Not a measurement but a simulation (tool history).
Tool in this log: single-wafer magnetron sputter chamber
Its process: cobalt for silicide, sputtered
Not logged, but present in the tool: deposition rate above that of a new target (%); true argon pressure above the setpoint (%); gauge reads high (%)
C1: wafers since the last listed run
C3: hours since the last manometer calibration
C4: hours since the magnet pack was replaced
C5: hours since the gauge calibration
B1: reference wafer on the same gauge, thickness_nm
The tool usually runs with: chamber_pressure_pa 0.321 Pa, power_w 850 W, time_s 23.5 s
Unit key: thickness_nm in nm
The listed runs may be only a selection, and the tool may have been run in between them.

{"run": 1, "day": 0.0, "chamber_pressure_pa": 0.321, "power_w": 850, "time_s": 23.5, "C1": 0, "wafers on the sputter target": 3012, "C3": 1728.8, "C4": 3884.7, "C5": 467.7, "B1": 9.202, "thickness_nm": 10.06}
{"run": 2, "day": 1.438, "chamber_pressure_pa": 0.321, "power_w": 850, "time_s": 23.5, "C1": 640, "wafers on the sputter target": 3653, "C3": 1763.3, "C4": 3919.2, "C5": 502.2, "B1": 9.204, "thickness_nm": 10.058}
{"run": 3, "day": 3.554, "chamber_pressure_pa": 0.321, "power_w": 850, "time_s": 23.5, "C1": 943, "wafers on the sputter target": 4596, "C3": 1814.1, "C4": 3970, "C5": 553, "B1": 9.201, "thickness_nm": 10.056}
{"day": 5.738, "done": "sputter target and shields replaced"}
{"run": 4, "day": 6.496, "chamber_pressure_pa": 0.321, "power_w": 850, "time_s": 23.5, "C1": 1162, "wafers on the sputter target": 337, "C3": 1884.7, "C4": 4040.6, "C5": 623.6, "B1": 9.192, "thickness_nm": 10.101}
{"run": 5, "day": 9.283, "chamber_pressure_pa": 0.321, "power_w": 850, "time_s": 23.5, "C1": 1242, "wafers on the sputter target": 1580, "C3": 1951.6, "C4": 4107.5, "C5": 690.5, "B1": 9.189, "thickness_nm": 10.092}
{"run": 6, "day": 11.396, "chamber_pressure_pa": 0.321, "power_w": 700, "time_s": 21, "C1": 941, "wafers on the sputter target": 2521, "C3": 2002.3, "C4": 4158.2, "C5": 741.2, "B1": 9.2, "thickness_nm": 7.683}
{"run": 7, "day": 13.975, "chamber_pressure_pa": 0.321, "power_w": 850, "time_s": 23.5, "C1": 1149, "wafers on the sputter target": 3670, "C3": 2064.2, "C4": 4220.1, "C5": 803.1, "B1": 9.206, "thickness_nm": 10.069}
{"day": 14.958, "done": "gauge calibrated"}
{"run": 8, "day": 15.954, "chamber_pressure_pa": 0.321, "power_w": 850, "time_s": 23.5, "C1": 881, "wafers on the sputter target": 4552, "C3": 2111.7, "C4": 4267.6, "C5": 23.9, "B1": 9.196, "thickness_nm": 10.008}
{"run": 9, "day": 17.058, "chamber_pressure_pa": 0.321, "power_w": 850, "time_s": 23.5, "C1": 492, "wafers on the sputter target": 5044, "C3": 2138.2, "C4": 4294.1, "C5": 50.4, "B1": 9.205, "thickness_nm": 9.988}
{"run": 10, "day": 18.329, "chamber_pressure_pa": 0.321, "power_w": 850, "time_s": 23.5, "C1": 566, "wafers on the sputter target": 5611, "C3": 2168.7, "C4": 4324.6, "C5": 80.9, "B1": 9.197, "thickness_nm": 9.983}
{"day": 19.183, "done": "sputter target and shields replaced"}
{"run": 11, "day": 20.971, "chamber_pressure_pa": 0.321, "power_w": 850, "time_s": 23.5, "C1": 1028, "wafers on the sputter target": 796, "C3": 2232.1, "C4": 4388, "C5": 144.3, "B1": 9.201, "thickness_nm": 10.042}
{"run": 12, "day": 22.408, "chamber_pressure_pa": 0.321, "power_w": 850, "time_s": 23.5, "C1": 640, "wafers on the sputter target": 1437, "C3": 2266.6, "C4": 4422.5, "C5": 178.8, "B1": 9.201, "thickness_nm": 10.07}
{"run": 13, "day": 24.604, "chamber_pressure_pa": 0.239, "power_w": 850, "time_s": 23.5, "C1": 978, "wafers on the sputter target": 2415, "C3": 2319.3, "C4": 4475.2, "C5": 231.5, "B1": 9.206, "thickness_nm": 10.337}
{"run": 14, "day": 27.067, "chamber_pressure_pa": 0.389, "power_w": 1000, "time_s": 23.5, "C1": 1097, "wafers on the sputter target": 3513, "C3": 2378.4, "C4": 4534.3, "C5": 290.6, "B1": 9.198, "thickness_nm": 11.149}
{"day": 31.683, "done": "sputter target and shields replaced"}
{"run": 15, "day": 35.65, "chamber_pressure_pa": 0.365, "power_w": 700, "time_s": 23.5, "C1": 3676, "wafers on the sputter target": 1767, "C3": 2584.4, "C4": 4740.3, "C5": 496.6, "B1": 9.194, "thickness_nm": 8.414}
{"day": 36.321, "done": "magnet pack replaced"}
{"run": 16, "day": 37.629, "chamber_pressure_pa": 0.228, "power_w": 650, "time_s": 26.8, "C1": 733, "wafers on the sputter target": 2500, "C3": 2631.9, "C4": 31.4, "C5": 544.1, "B1": 9.202, "thickness_nm": 9.54}
{"run": 17, "day": 39.058, "chamber_pressure_pa": 0.236, "power_w": 650, "time_s": 21.8, "C1": 636, "wafers on the sputter target": 3137, "C3": 2666.2, "C4": 65.7, "C5": 578.4, "B1": 9.198, "thickness_nm": 7.683}
{"run": 18, "day": 40.229, "chamber_pressure_pa": 0.229, "power_w": 850, "time_s": 26.3, "C1": 521, "wafers on the sputter target": 3659, "C3": 2694.3, "C4": 93.8, "C5": 606.5, "B1": 9.195, "thickness_nm": 11.592}
{"run": 19, "day": 41.379, "chamber_pressure_pa": 0.321, "power_w": 850, "time_s": 23.5, "C1": 512, "wafers on the sputter target": 4171, "C3": 2721.9, "C4": 121.4, "C5": 634.1, "B1": 9.198, "thickness_nm": 9.925}
{"day": 45.029, "done": "gauge calibrated"}
{"day": 46.242, "done": "sputter target and shields replaced"}
{"day": 47.358, "done": "capacitance manometer re-zeroed and calibrated"}
{"run": 20, "day": 48.438, "chamber_pressure_pa": 0.321, "power_w": 850, "time_s": 27.6, "C1": 2848, "wafers on the sputter target": 829, "C3": 25.9, "C4": 290.8, "C5": 81.8, "B1": 9.205, "thickness_nm": 11.921}
{"run": 21, "day": 51.012, "chamber_pressure_pa": 0.425, "power_w": 700, "time_s": 20, "C1": 1147, "wafers on the sputter target": 1977, "C3": 87.7, "C4": 352.6, "C5": 143.6, "B1": 9.2, "thickness_nm": 7.101}
{"run": 22, "day": 53.208, "chamber_pressure_pa": 0.321, "power_w": 850, "time_s": 23.5, "C1": 978, "wafers on the sputter target": 2955, "C3": 140.4, "C4": 405.3, "C5": 196.3, "B1": 9.199, "thickness_nm": 10.13}
{"run": 23, "day": 55.708, "chamber_pressure_pa": 0.363, "power_w": 950, "time_s": 20.3, "C1": 1114, "wafers on the sputter target": 4069, "C3": 200.4, "C4": 465.3, "C5": 256.3, "B1": 9.207, "thickness_nm": 9.414}
{"run": 24, "day": 58.592, "chamber_pressure_pa": 0.321, "power_w": 850, "time_s": 23.5, "C1": 1284, "wafers on the sputter target": 5354, "C3": 269.6, "C4": 534.5, "C5": 325.5, "B1": 9.2, "thickness_nm": 10.068}
{"day": 60.921, "done": "sputter target and shields replaced"}
{"run": 25, "day": 61.067, "chamber_pressure_pa": 0.384, "power_w": 850, "time_s": 22.1, "C1": 954, "wafers on the sputter target": 64, "C3": 329, "C4": 593.9, "C5": 384.9, "B1": 9.198, "thickness_nm": 9.32}
{"run": 26, "day": 63.988, "chamber_pressure_pa": 0.442, "power_w": 650, "time_s": 23.5, "C1": 1301, "wafers on the sputter target": 1365, "C3": 399.1, "C4": 664, "C5": 455, "B1": 9.209, "thickness_nm": 7.842}
{"run": 27, "day": 65.45, "chamber_pressure_pa": 0.239, "power_w": 1050, "time_s": 20.5, "C1": 651, "wafers on the sputter target": 2017, "C3": 434.2, "C4": 699.1, "C5": 490.1, "B1": 9.198, "thickness_nm": 10.859}

What if the next run were any one of these 4? Each begins from the tool's condition after run 27:
{"run": "A", "day": 65.467, "chamber_pressure_pa": 0.222, "power_w": 850, "time_s": 23.5, "C1": 7, "wafers on the sputter target": 2025, "C3": 434.6, "C4": 699.5, "C5": 490.5, "B1": "?", "thickness_nm": "?"}
{"run": "B", "day": 65.467, "chamber_pressure_pa": 0.263, "power_w": 850, "time_s": 23.5, "C1": 7, "wafers on the sputter target": 2025, "C3": 434.6, "C4": 699.5, "C5": 490.5, "B1": "?", "thickness_nm": "?"}
{"run": "C", "day": 65.467, "chamber_pressure_pa": 0.429, "power_w": 650, "time_s": 23.5, "C1": 7, "wafers on the sputter target": 2025, "C3": 434.6, "C4": 699.5, "C5": 490.5, "B1": "?", "thickness_nm": "?"}
{"run": "D", "day": 65.467, "chamber_pressure_pa": 0.449, "power_w": 1050, "time_s": 20.6, "C1": 7, "wafers on the sputter target": 2025, "C3": 434.6, "C4": 699.5, "C5": 490.5, "B1": "?", "thickness_nm": "?"}

run=A B1=9.196 thickness_nm=10.478
run=B B1=9.196 thickness_nm=10.331
run=C B1=9.196 thickness_nm=7.87
run=D B1=9.196 thickness_nm=10.148
With the hidden condition removed and each run's random variation left untouched, the same runs would have given:
run=A thickness_nm=10.51
run=B thickness_nm=10.365
run=C thickness_nm=7.904
run=D thickness_nm=10.192
